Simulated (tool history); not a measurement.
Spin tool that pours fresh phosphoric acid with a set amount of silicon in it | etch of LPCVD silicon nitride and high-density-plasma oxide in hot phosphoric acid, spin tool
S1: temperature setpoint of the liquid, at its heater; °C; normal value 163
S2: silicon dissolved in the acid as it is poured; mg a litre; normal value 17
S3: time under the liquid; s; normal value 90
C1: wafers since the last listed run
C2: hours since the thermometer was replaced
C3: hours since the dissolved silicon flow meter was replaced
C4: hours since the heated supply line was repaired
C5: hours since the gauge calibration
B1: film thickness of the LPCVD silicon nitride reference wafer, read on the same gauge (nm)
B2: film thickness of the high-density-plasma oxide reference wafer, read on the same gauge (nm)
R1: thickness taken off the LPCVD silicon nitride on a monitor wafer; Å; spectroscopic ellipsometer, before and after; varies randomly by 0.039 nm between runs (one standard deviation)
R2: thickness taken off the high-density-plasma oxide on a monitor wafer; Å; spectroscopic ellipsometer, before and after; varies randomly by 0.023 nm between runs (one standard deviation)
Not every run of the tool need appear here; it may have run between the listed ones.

Run 1, hour 0: usual settings; C1 0; C2 1463.8; C3 2346.5; C4 2802.6; C5 124.3; B1 100; B2 60. Result: R1 97.7 Å, R2 2.83 Å.
At hour 13.4: heated supply line repaired.
Run 2, hour 15.4: usual settings but S1 161 °C, S2 11 mg a litre; C1 198; C2 1479.2; C3 2361.9; C4 2; C5 139.7; B1 100.01; B2 60.007. Result: R1 90.9 Å, R2 2.3 Å.
Run 3, hour 27.6: usual settings but S2 26.5 mg a litre, S3 135 s; C1 168; C2 1491.4; C3 2374.1; C4 14.2; C5 151.9; B1 100; B2 60.004. Result: R1 145.4 Å, R2 3.35 Å.
Run 4, hour 39.6: usual settings but S2 25.5 mg a litre; C1 165; C2 1503.4; C3 2386.1; C4 26.2; C5 163.9; B1 99.99; B2 60.027. Result: R1 97.1 Å, R2 1.96 Å.
At hour 56: thermometer replaced.
Run 5, hour 56.5: usual settings but S3 60 s; C1 219; C2 0.5; C3 2403; C4 43.1; C5 180.8; B1 100.02; B2 60.005. Result: R1 60.6 Å, R2 1.51 Å.
Run 6, hour 71.6: usual settings but S1 166 °C, S2 4 mg a litre; C1 208; C2 15.6; C3 2418.1; C4 58.2; C5 195.9; B1 100.01; B2 59.951. Result: R1 99.6 Å, R2 3.75 Å.
Run 7, hour 85.9: usual settings but S3 55 s; C1 197; C2 29.9; C3 2432.4; C4 72.5; C5 210.2; B1 99.98; B2 60.023. Result: R1 55 Å, R2 1.36 Å.
Run 8, hour 93.1: usual settings but S1 162 °C, S2 24 mg a litre, S3 65 s; C1 99; C2 37.1; C3 2439.6; C4 79.7; C5 217.4; B1 99.99; B2 59.938. Result: R1 63.6 Å, R2 1.27 Å.
At hour 98.5: dissolved silicon flow meter replaced.
Run 9, hour 102.3: usual settings; C1 113; C2 46.3; C3 3.8; C4 88.9; C5 226.6; B1 100.01; B2 60.036. Result: R1 91.3 Å, R2 2.09 Å.
Run 10, hour 110.3: usual settings but S1 161 °C, S3 135 s; C1 110; C2 54.3; C3 11.8; C4 96.9; C5 234.6; B1 99.99; B2 60.005. Result: R1 128.5 Å, R2 3.63 Å.
At hour 110.5: gauge calibrated.
Run 11, hour 117.1: usual settings but S1 166 °C; C1 93; C2 61.1; C3 18.6; C4 103.7; C5 6.6; B1 99.99; B2 60.012. Result: R1 99.9 Å, R2 3.02 Å.
Run 12, hour 124: usual settings; C1 95; C2 68; C3 25.5; C4 110.6; C5 13.5; B1 99.98; B2 60.015. Result: R1 91.3 Å, R2 2.38 Å.
Run 13, hour 135.5: usual settings but S1 164.5 °C, S2 21 mg a litre, S3 125 s; C1 158; C2 79.5; C3 37; C4 122.1; C5 25; B1 99.99; B2 60.026. Result: R1 132.7 Å, R2 2.94 Å.
Run 14, hour 149.2: usual settings but S1 160.5 °C, S2 11 mg a litre, S3 50 s; C1 189; C2 93.2; C3 50.7; C4 135.8; C5 38.7; B1 100; B2 60.019. Result: R1 46.5 Å, R2 1.34 Å.
Run 15, hour 171.9: usual settings but S1 165 °C, S2 30 mg a litre, S3 135 s; C1 313; C2 115.9; C3 73.4; C4 158.5; C5 61.4; B1 99.99; B2 60.011. Result: R1 146.6 Å, R2 2.72 Å.
Run 16, hour 189.3: usual settings but S1 166 °C, S3 55 s; C1 240; C2 133.3; C3 90.8; C4 175.9; C5 78.8; B1 99.99; B2 60.024. Result: R1 61.2 Å, R2 1.45 Å.
Run 17, hour 201.7: usual settings but S1 160.5 °C, S2 6 mg a litre, S3 120 s; C1 171; C2 145.7; C3 103.2; C4 188.3; C5 91.2; B1 100; B2 59.98. Result: R1 112.7 Å, R2 3.7 Å.
Run 18, hour 208: usual settings but S3 70 s; C1 86; C2 152; C3 109.5; C4 194.6; C5 97.5; B1 100; B2 60.009. Result: R1 70.9 Å, R2 1.62 Å.
Run 19, hour 222.2: usual settings; C1 196; C2 166.2; C3 123.7; C4 208.8; C5 111.7; B1 100; B2 60.027. Result: R1 91.2 Å, R2 2.38 Å.
Run 20, hour 234.3: usual settings but S3 105 s; C1 167; C2 178.3; C3 135.8; C4 220.9; C5 123.8; B1 100.01; B2 60.003. Result: R1 106.9 Å, R2 2.48 Å.
Run 21, hour 241.4: usual settings but S1 162 °C, S2 24 mg a litre; C1 98; C2 185.4; C3 142.9; C4 228; C5 130.9; B1 100; B2 60.062. Result: R1 89.1 Å, R2 1.69 Å.

Entry by entry between the runs, the difference in hidden state between the last listed run before and the first listed run after:
Run 1 -> run 2: heated supply line repaired (hour 13.4)
  liquid hotter than its thermometer reads (K): 2.25 -> 2.27
  measured less the result without the state, R1: +7 -> +6.6 Å; R2: +0.43 -> +0.36 Å
Run 4 -> run 5: thermometer replaced (hour 56)
  liquid hotter than its thermometer reads (K): 2.31 -> 0.301
  measured less the result without the state, R1: +7.2 -> +0.6 Å; R2: +0.3 -> +0.04 Å
Run 8 -> run 9: dissolved silicon flow meter replaced (hour 98.5)
  liquid hotter than its thermometer reads (K): 0.354 -> 0.368
  measured less the result without the state, R1: +0.8 -> +1.1 Å; R2: +0.03 -> +0.06 Å
Run 10 -> run 11: gauge calibrated (hour 110.5)
  liquid hotter than its thermometer reads (K): 0.38 -> 0.39
  measured less the result without the state, R1: +1.6 -> +1.3 Å; R2: +0.1 -> +0.08 Å

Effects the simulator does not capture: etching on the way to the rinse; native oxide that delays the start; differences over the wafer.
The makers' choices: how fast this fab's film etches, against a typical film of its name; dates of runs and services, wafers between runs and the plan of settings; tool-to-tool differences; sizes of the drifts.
